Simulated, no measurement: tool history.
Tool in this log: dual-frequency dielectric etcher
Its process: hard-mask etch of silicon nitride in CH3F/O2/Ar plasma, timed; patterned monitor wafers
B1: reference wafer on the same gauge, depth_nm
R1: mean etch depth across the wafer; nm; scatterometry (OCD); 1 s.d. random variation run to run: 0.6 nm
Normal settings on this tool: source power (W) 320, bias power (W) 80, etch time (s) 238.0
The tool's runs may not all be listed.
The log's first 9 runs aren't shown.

{"run": 10, "hour": 648.2, "source power (W)": 300, "bias power (W)": 80, "etch time (s)": 238.0, "B1": 194.8, "R1": 167.5}
{"run": 11, "hour": 753.6, "source power (W)": 320, "bias power (W)": 80, "etch time (s)": 238.0, "B1": 195.1, "R1": 170.7}
{"run": 12, "hour": 856.6, "source power (W)": 320, "bias power (W)": 80, "etch time (s)": 238.0, "B1": 195.2, "R1": 171.7}
{"hour": 907.8, "done": "wet clean of the chamber"}
{"run": 13, "hour": 908.3, "source power (W)": 320, "bias power (W)": 80, "etch time (s)": 238.0, "B1": 195.0, "R1": 165.7}
{"run": 14, "hour": 1196.3, "source power (W)": 320, "bias power (W)": 70, "etch time (s)": 176.0, "B1": 195.0, "R1": 118.4}
{"hour": 1360.3, "done": "gauge calibrated"}
{"run": 15, "hour": 1426.2, "source power (W)": 320, "bias power (W)": 80, "etch time (s)": 238.0, "B1": 195.2, "R1": 172.8}
{"hour": 1439.9, "done": "bias power generator calibrated"}
{"hour": 1480.4, "done": "source power generator calibrated"}
{"hour": 1517.6, "done": "wet clean of the chamber"}
{"run": 16, "hour": 1518.1, "source power (W)": 390, "bias power (W)": 80, "etch time (s)": 192.0, "B1": 195.1, "R1": 139.4}
{"hour": 1573.7, "done": "upper electrode replaced"}
{"run": 17, "hour": 1604.3, "source power (W)": 320, "bias power (W)": 80, "etch time (s)": 238.0, "B1": 194.9, "R1": 166.6}
{"run": 18, "hour": 1690.8, "source power (W)": 320, "bias power (W)": 65, "etch time (s)": 281.5, "B1": 195.3, "R1": 181.3}
{"run": 19, "hour": 1774.4, "source power (W)": 320, "bias power (W)": 80, "etch time (s)": 238.0, "B1": 195.2, "R1": 168.8}
{"run": 20, "hour": 1865.4, "source power (W)": 290, "bias power (W)": 63, "etch time (s)": 185.5, "B1": 194.9, "R1": 117.0}
{"run": 21, "hour": 1967.0, "source power (W)": 320, "bias power (W)": 80, "etch time (s)": 238.0, "B1": 195.0, "R1": 170.4}
{"hour": 2056.7, "done": "wet clean of the chamber"}
{"run": 22, "hour": 2064.1, "source power (W)": 320, "bias power (W)": 80, "etch time (s)": 174.5, "B1": 195.1, "R1": 121.1}
{"run": 23, "hour": 2103.9, "source power (W)": 320, "bias power (W)": 80, "etch time (s)": 238.0, "B1": 195.2, "R1": 166.7}
{"run": 24, "hour": 2167.0, "source power (W)": 320, "bias power (W)": 80, "etch time (s)": 238.0, "B1": 195.0, "R1": 167.7}
{"run": 25, "hour": 2219.0, "source power (W)": 360, "bias power (W)": 93, "etch time (s)": 259.5, "B1": 194.9, "R1": 199.8}
{"run": 26, "hour": 2306.9, "source power (W)": 320, "bias power (W)": 80, "etch time (s)": 281.5, "B1": 195.0, "R1": 199.2}
{"run": 27, "hour": 2369.5, "source power (W)": 320, "bias power (W)": 93, "etch time (s)": 238.0, "B1": 195.3, "R1": 180.5}
{"run": 28, "hour": 2473.9, "source power (W)": 320, "bias power (W)": 80, "etch time (s)": 268.5, "B1": 194.7, "R1": 193.2}
{"run": 29, "hour": 2577.8, "source power (W)": 320, "bias power (W)": 80, "etch time (s)": 268.0, "B1": 195.1, "R1": 192.7}
{"hour": 2630.6, "done": "wet clean of the chamber"}
{"run": 30, "hour": 2631.1, "source power (W)": 320, "bias power (W)": 80, "etch time (s)": 238.0, "B1": 194.8, "R1": 164.8}

Each row is a separate what-if for the run after 30, all from the same tool condition, not one after another. Results?
{"run": "A", "hour": 2631.6, "source power (W)": 320, "bias power (W)": 80, "etch time (s)": 238.0, "B1": "?", "R1": "?"}
{"run": "B", "hour": 2631.6, "source power (W)": 320, "bias power (W)": 80, "etch time (s)": 192.5, "B1": "?", "R1": "?"}
{"run": "C", "hour": 2631.6, "source power (W)": 290, "bias power (W)": 80, "etch time (s)": 299.5, "B1": "?", "R1": "?"}

run=A B1=194.8 R1=164.7
run=B B1=194.8 R1=133.2
run=C B1=194.8 R1=203.0
Take away the tool's hidden state, keep each run's random variation, and the runs would have read:
run=A R1=165.1
run=B R1=133.5
run=C R1=203.5
